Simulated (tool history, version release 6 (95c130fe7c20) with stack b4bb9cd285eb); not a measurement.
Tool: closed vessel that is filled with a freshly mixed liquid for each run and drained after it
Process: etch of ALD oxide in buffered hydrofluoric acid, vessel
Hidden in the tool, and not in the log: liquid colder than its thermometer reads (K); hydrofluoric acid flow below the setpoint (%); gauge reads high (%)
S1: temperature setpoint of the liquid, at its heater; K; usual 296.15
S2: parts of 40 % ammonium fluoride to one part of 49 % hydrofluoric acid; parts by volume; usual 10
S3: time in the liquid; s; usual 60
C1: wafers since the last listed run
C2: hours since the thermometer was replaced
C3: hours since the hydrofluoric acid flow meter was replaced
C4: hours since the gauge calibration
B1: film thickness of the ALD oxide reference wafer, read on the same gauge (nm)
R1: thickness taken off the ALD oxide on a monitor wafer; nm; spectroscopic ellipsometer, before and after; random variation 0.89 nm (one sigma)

run 1 hour=0 | S1=296.15 S2=9 S3=60 | C1=0 C2=457.6 C3=319.4 C4=226.5 | B1=150.01 | R1=161.58
run 2 hour=52.3 | S1=296.15 S2=8.5 S3=60 | C1=5653 C2=509.9 C3=371.7 C4=278.8 | B1=150.02 | R1=171.46
run 3 hour=108.3 | S1=296.15 S2=8.5 S3=60 | C1=6052 C2=565.9 C3=427.7 C4=334.8 | B1=150.01 | R1=171.3
-- hour=135.8 hydrofluoric acid flow meter replaced
run 4 hour=160.8 | S1=296.15 S2=10 S3=60 | C1=5566 C2=618.4 C3=25 C4=387.3 | B1=150.01 | R1=154.07
run 5 hour=230.8 | S1=296.15 S2=8 S3=60 | C1=7566 C2=688.4 C3=95 C4=457.3 | B1=150 | R1=186.35
run 6 hour=270.9 | S1=296.15 S2=8 S3=60 | C1=4334 C2=728.5 C3=135.1 C4=497.4 | B1=150 | R1=187.03
run 7 hour=426.9 | S1=296.15 S2=8 S3=60 | C1=16861 C2=884.5 C3=291.1 C4=653.4 | B1=150.01 | R1=182.1
-- hour=505.1 thermometer replaced
-- hour=553.2 hydrofluoric acid flow meter replaced
run 8 hour=652.6 | S1=293.65 S2=11.5 S3=60 | C1=24179 C2=147.5 C3=99.4 C4=879.1 | B1=150 | R1=116.44
run 9 hour=708.4 | S1=298.65 S2=11.5 S3=45 | C1=6031 C2=203.3 C3=155.2 C4=934.9 | B1=150.01 | R1=114.9
-- hour=752.6 gauge calibrated
run 10 hour=918.1 | S1=296.15 S2=7 S3=60 | C1=22666 C2=413 C3=364.9 C4=165.5 | B1=150.01 | R1=209.92
-- hour=981.1 hydrofluoric acid flow meter replaced
run 11 hour=998.1 | S1=296.15 S2=10 S3=85 | C1=8539 C2=493 C3=17 C4=245.5 | B1=150 | R1=218.6
run 12 hour=1040.3 | S1=296.15 S2=10 S3=60 | C1=4561 C2=535.2 C3=59.2 C4=287.7 | B1=150.01 | R1=154.29
run 13 hour=1097.4 | S1=296.15 S2=10 S3=60 | C1=6171 C2=592.3 C3=116.3 C4=344.8 | B1=150 | R1=153.22
run 14 hour=1169.1 | S1=296.15 S2=10 S3=60 | C1=7749 C2=664 C3=188 C4=416.5 | B1=150 | R1=151.81
run 15 hour=1261.5 | S1=296.15 S2=10 S3=30 | C1=9987 C2=756.4 C3=280.4 C4=508.9 | B1=150 | R1=75.04

4 ways to go on from here, each from the tool as it stands after run 15. What would each give?
run A hour=1262.2 | S1=296.15 S2=10 S3=80 | C1=75 C2=757.1 C3=281.1 C4=509.6 | B1=? | R1=?
run B hour=1262.2 | S1=296.15 S2=10 S3=90 | C1=75 C2=757.1 C3=281.1 C4=509.6 | B1=? | R1=?
run C hour=1262.2 | S1=300.15 S2=14 S3=60 | C1=75 C2=757.1 C3=281.1 C4=509.6 | B1=? | R1=?
run D hour=1262.2 | S1=298.65 S2=10 S3=30 | C1=75 C2=757.1 C3=281.1 C4=509.6 | B1=? | R1=?

run=A B1=149.99 R1=201.31
run=B B1=149.99 R1=226.47
run=C B1=149.99 R1=135
run=D B1=149.99 R1=86.49
Without the tool's hidden state the same runs would have given:
run=A R1=205.91
run=B R1=231.64
run=C R1=138.1
run=D R1=88.47

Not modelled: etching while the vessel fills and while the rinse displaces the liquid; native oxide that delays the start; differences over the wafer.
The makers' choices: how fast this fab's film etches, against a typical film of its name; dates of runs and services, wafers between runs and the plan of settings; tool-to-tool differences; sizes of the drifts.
